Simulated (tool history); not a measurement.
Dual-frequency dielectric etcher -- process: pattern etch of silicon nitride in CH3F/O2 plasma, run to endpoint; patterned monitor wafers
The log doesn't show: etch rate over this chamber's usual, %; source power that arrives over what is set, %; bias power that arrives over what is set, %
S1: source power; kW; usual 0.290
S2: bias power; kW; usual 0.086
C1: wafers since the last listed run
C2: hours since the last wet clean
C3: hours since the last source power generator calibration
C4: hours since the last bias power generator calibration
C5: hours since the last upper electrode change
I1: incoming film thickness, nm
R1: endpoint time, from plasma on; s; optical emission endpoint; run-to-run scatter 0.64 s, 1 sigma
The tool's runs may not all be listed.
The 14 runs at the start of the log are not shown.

run 15 day=58.962 | S1=0.290 S2=0.086 | C1=188 C2=41.1 C3=91.7 C4=542.8 C5=243.7 | I1=111.6 | R1=131.0
run 16 day=61.162 | S1=0.240 S2=0.075 | C1=245 C2=93.9 C3=144.5 C4=595.6 C5=296.5 | I1=113.5 | R1=162.8
run 17 day=65.383 | S1=0.320 S2=0.065 | C1=471 C2=195.2 C3=245.8 C4=696.9 C5=397.8 | I1=111.6 | R1=143.4
run 18 day=68.738 | S1=0.290 S2=0.068 | C1=374 C2=275.7 C3=326.3 C4=777.4 C5=478.3 | I1=112.8 | R1=151.9
run 19 day=72.712 | S1=0.270 S2=0.086 | C1=443 C2=371.1 C3=421.7 C4=872.8 C5=573.7 | I1=111.7 | R1=141.3
run 20 day=74.908 | S1=0.240 S2=0.086 | C1=245 C2=423.8 C3=474.4 C4=925.5 C5=626.4 | I1=113.2 | R1=153.9
-- day=77.908 wet clean of the chamber
run 21 day=78.217 | S1=0.240 S2=0.068 | C1=257 C2=7.4 C3=553.8 C4=1004.9 C5=705.8 | I1=110.7 | R1=161.5
run 22 day=82.050 | S1=0.250 S2=0.107 | C1=428 C2=99.4 C3=645.8 C4=1096.9 C5=797.8 | I1=113.2 | R1=129.1
run 23 day=84.050 | S1=0.290 S2=0.086 | C1=223 C2=147.4 C3=693.8 C4=1144.9 C5=845.8 | I1=114.1 | R1=135.6
run 24 day=87.292 | S1=0.220 S2=0.097 | C1=362 C2=225.2 C3=771.6 C4=1222.7 C5=923.6 | I1=111.2 | R1=147.8
run 25 day=89.475 | S1=0.290 S2=0.086 | C1=243 C2=277.6 C3=824.0 C4=1275.1 C5=976.0 | I1=112.4 | R1=132.2
run 26 day=93.158 | S1=0.290 S2=0.086 | C1=411 C2=366.0 C3=912.4 C4=1363.5 C5=1064.4 | I1=111.5 | R1=132.6
run 27 day=97.017 | S1=0.240 S2=0.070 | C1=430 C2=458.6 C3=1005.0 C4=1456.1 C5=1157.0 | I1=111.9 | R1=168.6
-- day=98.412 wet clean of the chamber
run 28 day=100.642 | S1=0.320 S2=0.093 | C1=293 C2=53.5 C3=1092.0 C4=1543.1 C5=1244.0 | I1=112.3 | R1=117.1
run 29 day=104.583 | S1=0.290 S2=0.086 | C1=440 C2=148.1 C3=1186.6 C4=1637.7 C5=1338.6 | I1=111.7 | R1=127.7
run 30 day=106.667 | S1=0.260 S2=0.086 | C1=232 C2=198.1 C3=1236.6 C4=1687.7 C5=1388.6 | I1=113.0 | R1=139.3
-- day=108.746 bias power generator calibrated
run 31 day=110.896 | S1=0.290 S2=0.086 | C1=453 C2=299.6 C3=1338.1 C4=51.6 C5=1490.1 | I1=112.3 | R1=131.8

Alternative continuations, all from the tool just after run 31; predict every row:
run A day=110.917 | S1=0.290 S2=0.086 | C1=2 C2=300.1 C3=1338.6 C4=52.1 C5=1490.6 | I1=112.9 | R1=?
run B day=110.917 | S1=0.320 S2=0.069 | C1=2 C2=300.1 C3=1338.6 C4=52.1 C5=1490.6 | I1=112.9 | R1=?
run C day=110.917 | S1=0.360 S2=0.076 | C1=2 C2=300.1 C3=1338.6 C4=52.1 C5=1490.6 | I1=112.9 | R1=?
run D day=110.917 | S1=0.230 S2=0.094 | C1=2 C2=300.1 C3=1338.6 C4=52.1 C5=1490.6 | I1=112.9 | R1=?
run E day=110.917 | S1=0.290 S2=0.072 | C1=2 C2=300.1 C3=1338.6 C4=52.1 C5=1490.6 | I1=112.9 | R1=?

run=A R1=131.8
run=B R1=138.4
run=C R1=123.8
run=D R1=146.3
run=E R1=143.7
What these runs would have given with no unlogged condition in the tool:
run=A R1=132.3
run=B R1=139.0
run=C R1=124.3
run=D R1=146.8
run=E R1=144.3
